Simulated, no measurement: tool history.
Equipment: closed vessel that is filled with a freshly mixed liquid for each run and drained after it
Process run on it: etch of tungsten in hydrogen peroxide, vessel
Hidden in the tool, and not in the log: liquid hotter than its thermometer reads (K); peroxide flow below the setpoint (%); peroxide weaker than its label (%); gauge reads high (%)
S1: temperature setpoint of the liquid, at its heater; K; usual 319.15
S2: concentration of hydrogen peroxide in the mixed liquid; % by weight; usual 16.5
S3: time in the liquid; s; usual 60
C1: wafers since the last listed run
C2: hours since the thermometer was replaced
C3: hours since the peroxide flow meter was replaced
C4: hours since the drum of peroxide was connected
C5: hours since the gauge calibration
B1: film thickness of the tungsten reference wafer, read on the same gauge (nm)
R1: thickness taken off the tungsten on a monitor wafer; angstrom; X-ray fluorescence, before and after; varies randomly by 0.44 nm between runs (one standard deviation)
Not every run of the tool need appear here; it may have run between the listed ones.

| run | hour | S1 | S2 | S3 | C1 | C2 | C3 | C4 | C5 | B1 | R1 |
|---|---|---|---|---|---|---|---|---|---|---|---|
| 1 | 0.0 | 319.15 | 16.5 | 60 | 0 | 689.2 | 969.1 | 552.7 | 640.2 | 100.00 | 809.4 |
| 2 | 14.1 | 314.65 | 16.5 | 60 | 2013 | 703.3 | 983.2 | 566.8 | 654.3 | 99.98 | 598.3 |
| 3 | 29.4 | 314.65 | 16.5 | 60 | 2184 | 718.6 | 998.5 | 582.1 | 669.6 | 100.02 | 611.8 |
| 4 | 45.7 | 319.15 | 16.5 | 60 | 2327 | 734.9 | 1014.8 | 598.4 | 685.9 | 99.96 | 802.4 |
| 5 | 61.3 | 319.15 | 16.5 | 60 | 2227 | 750.5 | 1030.4 | 614.0 | 701.5 | 100.00 | 800.1 |
| 6 | 91.2 | 319.15 | 16.5 | 60 | 4268 | 780.4 | 1060.3 | 643.9 | 731.4 | 99.98 | 802.5 |
| 7 | 123.5 | 313.65 | 19.5 | 60 | 4611 | 812.7 | 1092.6 | 676.2 | 763.7 | 100.01 | 618.5 |
|  | 140.1 | peroxide flow meter replaced |
|  | 142.8 | thermometer replaced |
| 8 | 152.8 | 313.65 | 19.5 | 60 | 3897 | 10.0 | 12.7 | 705.5 | 793.0 | 100.02 | 593.1 |
| 9 | 169.5 | 319.15 | 14.0 | 35 | 2384 | 26.7 | 29.4 | 722.2 | 809.7 | 99.96 | 414.4 |
| 10 | 193.7 | 319.15 | 16.5 | 60 | 3455 | 50.9 | 53.6 | 746.4 | 833.9 | 100.03 | 776.1 |
| 11 | 212.3 | 319.15 | 16.5 | 60 | 2655 | 69.5 | 72.2 | 765.0 | 852.5 | 100.03 | 772.3 |
| 12 | 245.2 | 319.15 | 13.0 | 60 | 4697 | 102.4 | 105.1 | 797.9 | 885.4 | 99.98 | 686.0 |
| 13 | 267.4 | 319.15 | 15.0 | 60 | 3169 | 124.6 | 127.3 | 820.1 | 907.6 | 100.02 | 749.6 |
| 14 | 296.2 | 324.65 | 21.0 | 60 | 4111 | 153.4 | 156.1 | 848.9 | 936.4 | 99.97 | 1228.1 |
|  | 311.6 | new drum of peroxide connected |
| 15 | 314.9 | 325.15 | 19.0 | 35 | 2527 | 172.1 | 174.8 | 3.3 | 955.1 | 100.05 | 706.0 |
|  | 316.0 | gauge calibrated |
| 16 | 339.1 | 319.15 | 15.0 | 70 | 3455 | 196.3 | 199.0 | 27.5 | 23.1 | 99.93 | 865.5 |
| 17 | 373.1 | 319.15 | 20.0 | 45 | 4854 | 230.3 | 233.0 | 61.5 | 57.1 | 99.99 | 652.8 |
| 18 | 402.4 | 319.15 | 16.5 | 60 | 4183 | 259.6 | 262.3 | 90.8 | 86.4 | 100.03 | 786.6 |
| 19 | 417.7 | 319.15 | 16.5 | 45 | 2184 | 274.9 | 277.6 | 106.1 | 101.7 | 100.00 | 594.4 |
| 20 | 431.0 | 313.65 | 20.0 | 35 | 1898 | 288.2 | 290.9 | 119.4 | 115.0 | 99.98 | 360.0 |
| 21 | 454.4 | 319.15 | 16.5 | 60 | 3340 | 311.6 | 314.3 | 142.8 | 138.4 | 99.99 | 793.6 |
| 22 | 489.8 | 329.15 | 20.5 | 40 | 5054 | 347.0 | 349.7 | 178.2 | 173.8 | 99.98 | 1061.2 |
| 23 | 503.4 | 319.15 | 13.0 | 60 | 1941 | 360.6 | 363.3 | 191.8 | 187.4 | 100.03 | 702.9 |
| 24 | 520.8 | 319.15 | 18.5 | 60 | 2484 | 378.0 | 380.7 | 209.2 | 204.8 | 99.99 | 836.5 |
| 25 | 550.1 | 311.65 | 16.5 | 30 | 4183 | 407.3 | 410.0 | 238.5 | 234.1 | 99.99 | 246.1 |
| 26 | 584.9 | 319.15 | 16.5 | 60 | 4968 | 442.1 | 444.8 | 273.3 | 268.9 | 100.00 | 805.1 |
| 27 | 619.1 | 319.15 | 16.5 | 60 | 4882 | 476.3 | 479.0 | 307.5 | 303.1 | 99.99 | 794.3 |
| 28 | 643.6 | 319.15 | 16.5 | 60 | 3497 | 500.8 | 503.5 | 332.0 | 327.6 | 99.98 | 797.0 |
| 29 | 657.2 | 328.65 | 12.0 | 60 | 1941 | 514.4 | 517.1 | 345.6 | 341.2 | 100.01 | 1208.1 |
| 30 | 685.9 | 316.15 | 16.5 | 80 | 4097 | 543.1 | 545.8 | 374.3 | 369.9 | 99.95 | 885.5 |

Branching from run 30: 4 alternative next runs. What would each branch give?
| A | 686.6 | 325.15 | 16.5 | 60 | 99 | 543.8 | 546.5 | 375.0 | 370.6 | ? | ? |
| B | 686.6 | 314.15 | 12.5 | 60 | 99 | 543.8 | 546.5 | 375.0 | 370.6 | ? | ? |
| C | 686.6 | 314.15 | 16.5 | 60 | 99 | 543.8 | 546.5 | 375.0 | 370.6 | ? | ? |
| D | 686.6 | 314.15 | 16.5 | 35 | 99 | 543.8 | 546.5 | 375.0 | 370.6 | ? | ? |

| run | B1 | R1 |
|---|---|---|
| A | 100.01 | 1150.7 |
| B | 100.01 | 505.6 |
| C | 100.01 | 580.8 |
| D | 100.01 | 338.8 |
Take away the tool's hidden state, keep each run's random variation, and the runs would have read:
| run | R1 |
|---|---|
| A | 1112.6 |
| B | 487.0 |
| C | 559.5 |
| D | 326.4 |

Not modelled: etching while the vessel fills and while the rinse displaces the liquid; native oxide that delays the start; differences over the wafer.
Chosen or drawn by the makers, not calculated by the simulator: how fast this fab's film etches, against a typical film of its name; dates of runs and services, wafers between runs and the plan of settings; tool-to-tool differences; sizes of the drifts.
